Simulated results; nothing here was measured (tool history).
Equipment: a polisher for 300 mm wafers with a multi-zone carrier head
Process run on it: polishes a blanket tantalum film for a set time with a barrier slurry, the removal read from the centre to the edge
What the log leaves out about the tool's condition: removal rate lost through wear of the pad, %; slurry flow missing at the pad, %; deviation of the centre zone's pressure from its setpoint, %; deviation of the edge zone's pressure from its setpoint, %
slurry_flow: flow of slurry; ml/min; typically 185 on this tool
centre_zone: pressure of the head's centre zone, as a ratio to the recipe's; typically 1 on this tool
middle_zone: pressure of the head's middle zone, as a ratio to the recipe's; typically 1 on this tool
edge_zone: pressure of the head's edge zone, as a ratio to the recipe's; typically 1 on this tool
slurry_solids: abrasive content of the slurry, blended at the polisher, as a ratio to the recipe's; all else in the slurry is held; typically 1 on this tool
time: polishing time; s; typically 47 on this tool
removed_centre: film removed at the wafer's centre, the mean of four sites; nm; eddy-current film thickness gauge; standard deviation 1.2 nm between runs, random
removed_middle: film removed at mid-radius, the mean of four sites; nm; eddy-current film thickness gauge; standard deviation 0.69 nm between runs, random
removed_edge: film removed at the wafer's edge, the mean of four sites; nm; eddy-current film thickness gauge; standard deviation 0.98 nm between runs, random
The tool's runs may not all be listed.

| run | day | slurry_flow | centre_zone | middle_zone | edge_zone | slurry_solids | time | wafers since the last listed run | wafers polished on this pad | hours since the slurry nozzle was cleaned | hours since the centre zone pressure was calibrated | hours since the edge zone pressure was calibrated | hours since the carrier head's membrane was replaced | incoming thickness of the incoming film, nm | removed_centre | removed_middle | removed_edge |
|---|---|---|---|---|---|---|---|---|---|---|---|---|---|---|---|---|---|
| 1 | 0 | 185 | 1 | 1 | 1 | 1 | 47 | 0 | 589 | 181.7 | 806.3 | 274.1 | 348.5 | 257.9 | 110.6 | 102.6 | 105.2 |
| 2 | 1.017 | 185 | 0.97 | 1.03 | 1 | 1 | 47 | 288 | 877 | 206.1 | 830.7 | 298.5 | 372.9 | 263.3 | 110.6 | 107.8 | 105.9 |
|  | 2.562 | worn pad replaced by a new one |
| 3 | 2.583 | 185 | 1 | 1 | 1 | 1 | 47 | 397 | 5 | 243.7 | 868.3 | 336.1 | 410.5 | 263.9 | 111.3 | 103.5 | 106 |
| 4 | 3.129 | 185 | 1 | 1 | 1 | 1 | 47 | 154 | 160 | 256.8 | 881.4 | 349.2 | 423.6 | 257.8 | 111.9 | 103.7 | 104.1 |
| 5 | 3.954 | 185 | 1 | 0.95 | 1 | 1 | 47 | 233 | 394 | 276.6 | 901.2 | 369 | 443.4 | 255.6 | 109.7 | 98.9 | 106.5 |
| 6 | 4.592 | 185 | 1 | 0.95 | 1 | 1 | 47 | 180 | 574 | 291.9 | 916.5 | 384.3 | 458.7 | 259 | 113.9 | 99.4 | 105.3 |
| 7 | 5.471 | 185 | 1 | 1 | 1 | 1 | 47 | 249 | 824 | 313 | 937.6 | 405.4 | 479.8 | 260.3 | 113.3 | 104.3 | 105 |
| 8 | 6.379 | 185 | 1 | 1 | 1 | 1 | 47 | 257 | 1081 | 334.8 | 959.4 | 427.2 | 501.6 | 260 | 112.8 | 104.1 | 105.1 |
|  | 7.104 | worn pad replaced by a new one |
| 9 | 7.638 | 185 | 1 | 1 | 1 | 1 | 47 | 309 | 150 | 365 | 989.6 | 457.4 | 531.8 | 259.8 | 113.1 | 103 | 105.3 |
| 10 | 8.867 | 185 | 1 | 1 | 1 | 1 | 47 | 348 | 499 | 394.5 | 1019.1 | 486.9 | 561.3 | 259.3 | 113.3 | 103.8 | 104.3 |
| 11 | 9.671 | 185 | 1 | 0.94 | 1.04 | 1 | 39 | 228 | 727 | 413.8 | 1038.4 | 506.2 | 580.6 | 262.5 | 96.6 | 81.9 | 88 |
| 12 | 11.008 | 185 | 1 | 1 | 1 | 1 | 47 | 379 | 1106 | 445.9 | 1070.5 | 538.3 | 612.7 | 260.3 | 119.2 | 104.3 | 105 |
|  | 11.692 | edge zone pressure recalibrated |
|  | 11.9 | worn pad replaced by a new one |
| 13 | 11.925 | 185 | 1 | 1 | 1 | 1 | 47 | 189 | 7 | 467.9 | 1092.5 | 5.6 | 634.7 | 260.2 | 118 | 104.7 | 104.7 |
|  | 12.229 | slurry nozzle cleaned |
| 14 | 13.196 | 120 | 1 | 1 | 0.93 | 0.8 | 47 | 348 | 355 | 23.2 | 1123 | 36.1 | 665.2 | 262.7 | 102.7 | 91.1 | 90.2 |
| 15 | 14.025 | 120 | 1 | 1 | 0.92 | 1.2 | 47 | 235 | 590 | 43.1 | 1142.9 | 56 | 685.1 | 262.3 | 117.3 | 102.9 | 102.6 |
|  | 14.383 | carrier head's membrane replaced by a new one |
|  | 14.667 | centre zone pressure recalibrated |
| 16 | 15.012 | 240 | 1 | 1 | 1.11 | 1 | 34 | 197 | 788 | 66.8 | 8.3 | 79.7 | 15.1 | 258.2 | 78.4 | 78.5 | 82.4 |
| 17 | 16.45 | 185 | 1.05 | 1 | 1 | 1 | 47 | 407 | 1195 | 101.3 | 42.8 | 114.2 | 49.6 | 257.4 | 109 | 104.3 | 107.2 |
|  | 17.008 | worn pad replaced by a new one |
| 18 | 17.388 | 185 | 1 | 1 | 1 | 1 | 47 | 218 | 107 | 123.8 | 65.3 | 136.7 | 72.1 | 257.8 | 106.1 | 103.6 | 105.5 |
| 19 | 17.983 | 185 | 1 | 1 | 1 | 1 | 54 | 168 | 276 | 138.1 | 79.6 | 151 | 86.4 | 258.6 | 121 | 118.4 | 121.5 |
| 20 | 18.858 | 185 | 1 | 1 | 1 | 1 | 47 | 248 | 525 | 159.1 | 100.6 | 172 | 107.4 | 257.8 | 103.7 | 103.5 | 105.6 |

Selected run-to-run steps in removed_centre, each split into two signed amounts: the part the tool would show with no hidden state at all (from settings, incoming material and random variation), and the remainder, which goes to the hidden state together with any gauge scatter not common to the measured and the hidden-state-free results:
Run 11 -> 12: middle_zone 0.94 -> 1, edge_zone 1.04 -> 1, time 39 -> 47. removed_centre +22.6 nm: hidden state +2.6, all else +20.
Run 15 -> 16: slurry_flow 120 -> 240, edge_zone 0.92 -> 1.11, slurry_solids 1.2 -> 1, time 47 -> 34, carrier head's membrane replaced by a new one, centre zone pressure recalibrated. removed_centre -38.9 nm: hidden state -13, all else -25.9.
Run 16 -> 17: slurry_flow 240 -> 185, centre_zone 1 -> 1.05, edge_zone 1.11 -> 1, time 34 -> 47. removed_centre +30.6 nm: hidden state -0.2, all else +30.8.

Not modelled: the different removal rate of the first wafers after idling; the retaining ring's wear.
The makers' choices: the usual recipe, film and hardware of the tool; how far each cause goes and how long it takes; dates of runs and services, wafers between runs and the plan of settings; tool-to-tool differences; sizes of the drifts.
